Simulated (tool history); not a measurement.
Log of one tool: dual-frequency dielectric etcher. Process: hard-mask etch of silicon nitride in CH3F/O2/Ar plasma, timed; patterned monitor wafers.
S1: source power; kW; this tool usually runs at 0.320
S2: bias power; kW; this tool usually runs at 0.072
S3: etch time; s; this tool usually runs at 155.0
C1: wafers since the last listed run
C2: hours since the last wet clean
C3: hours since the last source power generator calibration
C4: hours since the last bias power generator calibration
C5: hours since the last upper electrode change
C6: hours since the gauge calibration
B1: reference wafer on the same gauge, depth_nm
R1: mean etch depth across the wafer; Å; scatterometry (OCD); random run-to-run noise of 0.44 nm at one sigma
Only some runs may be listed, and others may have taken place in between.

run 1 hour=0.0 | S1=0.320 S2=0.080 S3=155.0 | C1=0 C2=603.2 C3=945.1 C4=1515.0 C5=5225.2 C6=244.2 | B1=101.1 | R1=1040
run 2 hour=40.8 | S1=0.320 S2=0.072 S3=155.0 | C1=181 C2=644.0 C3=985.9 C4=1555.8 C5=5266.0 C6=285.0 | B1=101.1 | R1=998
-- hour=80.6 wet clean of the chamber
run 3 hour=106.7 | S1=0.320 S2=0.072 S3=155.0 | C1=186 C2=26.1 C3=1051.8 C4=1621.7 C5=5331.9 C6=350.9 | B1=101.3 | R1=974
run 4 hour=133.5 | S1=0.320 S2=0.072 S3=155.0 | C1=119 C2=52.9 C3=1078.6 C4=1648.5 C5=5358.7 C6=377.7 | B1=101.2 | R1=983
run 5 hour=197.2 | S1=0.320 S2=0.072 S3=155.0 | C1=282 C2=116.6 C3=1142.3 C4=1712.2 C5=5422.4 C6=441.4 | B1=101.4 | R1=987
run 6 hour=253.1 | S1=0.320 S2=0.072 S3=155.0 | C1=248 C2=172.5 C3=1198.2 C4=1768.1 C5=5478.3 C6=497.3 | B1=101.3 | R1=977
run 7 hour=318.5 | S1=0.320 S2=0.072 S3=155.0 | C1=290 C2=237.9 C3=1263.6 C4=1833.5 C5=5543.7 C6=562.7 | B1=101.1 | R1=976
-- hour=387.0 upper electrode replaced
run 8 hour=387.5 | S1=0.260 S2=0.072 S3=155.0 | C1=199 C2=306.9 C3=1332.6 C4=1902.5 C5=0.5 C6=631.7 | B1=101.3 | R1=919
run 9 hour=422.3 | S1=0.260 S2=0.072 S3=155.0 | C1=154 C2=341.7 C3=1367.4 C4=1937.3 C5=35.3 C6=666.5 | B1=101.2 | R1=924
run 10 hour=451.4 | S1=0.320 S2=0.072 S3=155.0 | C1=129 C2=370.8 C3=1396.5 C4=1966.4 C5=64.4 C6=695.6 | B1=101.3 | R1=993
-- hour=470.7 source power generator calibrated
run 11 hour=485.7 | S1=0.320 S2=0.072 S3=155.0 | C1=134 C2=405.1 C3=15.0 C4=2000.7 C5=98.7 C6=729.9 | B1=101.2 | R1=987
-- hour=492.1 gauge calibrated
run 12 hour=510.5 | S1=0.320 S2=0.072 S3=155.0 | C1=110 C2=429.9 C3=39.8 C4=2025.5 C5=123.5 C6=18.4 | B1=101.2 | R1=988
run 13 hour=537.0 | S1=0.260 S2=0.055 S3=175.0 | C1=117 C2=456.4 C3=66.3 C4=2052.0 C5=150.0 C6=44.9 | B1=101.3 | R1=913
-- hour=557.7 bias power generator calibrated
run 14 hour=581.0 | S1=0.370 S2=0.062 S3=143.0 | C1=177 C2=500.4 C3=110.3 C4=23.3 C5=194.0 C6=88.9 | B1=101.2 | R1=898
run 15 hour=625.1 | S1=0.320 S2=0.059 S3=167.5 | C1=195 C2=544.5 C3=154.4 C4=67.4 C5=238.1 C6=133.0 | B1=101.2 | R1=964
run 16 hour=749.2 | S1=0.320 S2=0.072 S3=139.5 | C1=551 C2=668.6 C3=278.5 C4=191.5 C5=362.2 C6=257.1 | B1=101.1 | R1=896
-- hour=776.5 wet clean of the chamber
run 17 hour=807.8 | S1=0.320 S2=0.072 S3=155.0 | C1=153 C2=31.3 C3=337.1 C4=250.1 C5=420.8 C6=315.7 | B1=101.2 | R1=972
run 18 hour=865.0 | S1=0.320 S2=0.072 S3=193.0 | C1=254 C2=88.5 C3=394.3 C4=307.3 C5=478.0 C6=372.9 | B1=101.2 | R1=1215
run 19 hour=976.5 | S1=0.320 S2=0.072 S3=155.0 | C1=495 C2=200.0 C3=505.8 C4=418.8 C5=589.5 C6=484.4 | B1=101.2 | R1=974
run 20 hour=1147.8 | S1=0.320 S2=0.072 S3=169.5 | C1=760 C2=371.3 C3=677.1 C4=590.1 C5=760.8 C6=655.7 | B1=101.3 | R1=1078
run 21 hour=1178.6 | S1=0.370 S2=0.072 S3=155.0 | C1=136 C2=402.1 C3=707.9 C4=620.9 C5=791.6 C6=686.5 | B1=101.2 | R1=1041
run 22 hour=1243.9 | S1=0.270 S2=0.055 S3=126.5 | C1=290 C2=467.4 C3=773.2 C4=686.2 C5=856.9 C6=751.8 | B1=101.2 | R1=669

What differs in the tool's unlogged condition from the final listed run ahead of each entry between runs to the first listed run following it?
Run 2 -> run 3: wet clean of the chamber (hour 80.6)
  etch rate over this chamber's usual, %: 2.15 -> 0.277
  measured less the result without the state, R1: +21 -> +2 Å
Run 7 -> run 8: upper electrode replaced (hour 387.0)
  etch rate over this chamber's usual, %: 1.03 -> 1.28
  measured less the result without the state, R1: +10 -> +12 Å
Run 10 -> run 11: source power generator calibrated (hour 470.7)
  etch rate over this chamber's usual, %: 1.51 -> 1.63
  measured less the result without the state, R1: +15 -> +16 Å
Run 11 -> run 12: gauge calibrated (hour 492.1)
  etch rate over this chamber's usual, %: 1.63 -> 1.72
  measured less the result without the state, R1: +16 -> +16 Å
Run 13 -> run 14: bias power generator calibrated (hour 557.7)
  etch rate over this chamber's usual, %: 1.81 -> 1.97
  measured less the result without the state, R1: +16 -> +17 Å
Run 16 -> run 17: wet clean of the chamber (hour 776.5)
  etch rate over this chamber's usual, %: 2.57 -> 0.151
  measured less the result without the state, R1: +23 -> +2 Å
